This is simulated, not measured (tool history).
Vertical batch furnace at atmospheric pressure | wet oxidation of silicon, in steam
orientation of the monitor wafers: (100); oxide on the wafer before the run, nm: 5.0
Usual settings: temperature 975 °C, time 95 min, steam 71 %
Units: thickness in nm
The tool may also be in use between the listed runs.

run   hour  temperature  time  steam  read-back reference wafer on the same gauge, thickness  thickness
  1      0          975    95     71                                                  377.94     359.34
  2   19.4          975    95     71                                                  377.91     358.94
  3   50.6          975    95     71                                                  377.98     359.13
  4   84.4          957    95     71                                                  378.12     308.25
  5  105.8          957    95     71                                                  377.84     308.48
  6    131          957    95     71                                                  377.97     308.05
  7  157.7          984    95     71                                                  378.21     385.51
  8  190.7          984    95     71                                                  378.08      385.6
  9    204          975    95     77                                                  378.14      379.9
 10  259.7          975    95     77                                                  378.17     380.49
 11  276.2          975    95     77                                                  377.94     379.72
 12  308.1          975    95     71                                                  377.85     357.49
     352.5  -- thermocouples replaced and temperature profile calibrated
     362.8  -- steam generator serviced
 13  363.3          975    95     71                                                     378        369
 14  369.1          975    95     71                                                  378.06     368.51
 15    375          975    95     71                                                  378.03     369.23
 16    448          975    95     71                                                  377.94      366.7
 17  464.3          975  73.5     71                                                  378.04      305.7
 18  553.3          975  71.5     81                                                  377.91     330.25
 19    578          960   138     71                                                  377.85     424.64
 20    597          975    95     71                                                     378     367.91
 21  622.7          987  77.5     66                                                  378.01     332.53
 22  648.5          987  77.5     66                                                  378.06     331.77
 23  675.4          996    95     64                                                  377.95     401.58
 24  700.4          975    53     65                                                  377.95      223.8

The next listed run, before its measurement:
 25  718.1          994  133.5     66                                                       ?          ?

read-back reference wafer on the same gauge, thickness: 377.93
thickness: 508.43 nm
Without the tool's hidden state the same run would have given thickness 507.79 nm.

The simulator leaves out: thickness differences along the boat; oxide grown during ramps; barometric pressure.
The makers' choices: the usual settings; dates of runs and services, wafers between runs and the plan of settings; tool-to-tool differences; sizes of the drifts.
